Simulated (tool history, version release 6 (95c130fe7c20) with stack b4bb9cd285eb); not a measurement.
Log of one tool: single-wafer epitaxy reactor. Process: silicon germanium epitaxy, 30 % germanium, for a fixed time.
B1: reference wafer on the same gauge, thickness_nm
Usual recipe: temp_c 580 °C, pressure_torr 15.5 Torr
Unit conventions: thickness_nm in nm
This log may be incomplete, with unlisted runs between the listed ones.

{"run": 1, "hour": 0.0, "temp_c": 580, "pressure_torr": 15.5, "B1": 42.825, "thickness_nm": 39.956}
{"run": 2, "hour": 56.3, "temp_c": 580, "pressure_torr": 15.5, "B1": 42.785, "thickness_nm": 40.247}
{"run": 3, "hour": 119.9, "temp_c": 580, "pressure_torr": 14, "B1": 42.792, "thickness_nm": 38.533}
{"run": 4, "hour": 155.5, "temp_c": 580, "pressure_torr": 15.5, "B1": 42.829, "thickness_nm": 40.484}
{"run": 5, "hour": 180.3, "temp_c": 580, "pressure_torr": 15.5, "B1": 42.769, "thickness_nm": 40.797}
{"run": 6, "hour": 249.9, "temp_c": 580, "pressure_torr": 12.6, "B1": 42.784, "thickness_nm": 36.963}
{"run": 7, "hour": 314.3, "temp_c": 580, "pressure_torr": 12.6, "B1": 42.822, "thickness_nm": 36.856}
{"hour": 371.7, "done": "gauge calibrated"}
{"hour": 387.2, "done": "capacitance manometer re-zeroed and calibrated"}
{"run": 8, "hour": 432.1, "temp_c": 580, "pressure_torr": 12.6, "B1": 42.809, "thickness_nm": 37.257}
{"run": 9, "hour": 486.1, "temp_c": 585, "pressure_torr": 12.5, "B1": 42.779, "thickness_nm": 40.708}
{"run": 10, "hour": 538.0, "temp_c": 584, "pressure_torr": 15.5, "B1": 42.802, "thickness_nm": 44.678}
{"hour": 546.6, "done": "pyrometer calibrated"}
{"run": 11, "hour": 615.7, "temp_c": 575, "pressure_torr": 19, "B1": 42.816, "thickness_nm": 38.09}
{"run": 12, "hour": 676.7, "temp_c": 580, "pressure_torr": 15.5, "B1": 42.805, "thickness_nm": 37.85}
{"run": 13, "hour": 743.9, "temp_c": 592, "pressure_torr": 17.4, "B1": 42.82, "thickness_nm": 48.565}
{"hour": 764.6, "done": "showerhead replaced"}
{"run": 14, "hour": 812.3, "temp_c": 584, "pressure_torr": 12.8, "B1": 42.781, "thickness_nm": 36.804}
{"run": 15, "hour": 968.6, "temp_c": 580, "pressure_torr": 15.5, "B1": 42.824, "thickness_nm": 37.825}
{"run": 16, "hour": 1023.2, "temp_c": 593, "pressure_torr": 11.7, "B1": 42.797, "thickness_nm": 40.993}
{"run": 17, "hour": 1070.3, "temp_c": 588, "pressure_torr": 12.6, "B1": 42.806, "thickness_nm": 39.336}
{"run": 18, "hour": 1113.9, "temp_c": 580, "pressure_torr": 12.4, "B1": 42.755, "thickness_nm": 33.96}
{"run": 19, "hour": 1165.5, "temp_c": 580, "pressure_torr": 15.5, "B1": 42.79, "thickness_nm": 38.114}

Alternative continuations, all from the tool just after run 19; predict every row:
{"run": "A", "hour": 1165.9, "temp_c": 580, "pressure_torr": 15.5, "B1": "?", "thickness_nm": "?"}
{"run": "B", "hour": 1165.9, "temp_c": 574, "pressure_torr": 14.3, "B1": "?", "thickness_nm": "?"}
{"run": "C", "hour": 1165.9, "temp_c": 580, "pressure_torr": 18, "B1": "?", "thickness_nm": "?"}
{"run": "D", "hour": 1165.9, "temp_c": 580, "pressure_torr": 18.8, "B1": "?", "thickness_nm": "?"}

run=A B1=42.805 thickness_nm=37.985
run=B B1=42.805 thickness_nm=32.974
run=C B1=42.805 thickness_nm=40.743
run=D B1=42.805 thickness_nm=41.569
Take away the tool's hidden state, keep each run's random variation, and the runs would have read:
run=A thickness_nm=37.167
run=B thickness_nm=32.255
run=C thickness_nm=39.866
run=D thickness_nm=40.674
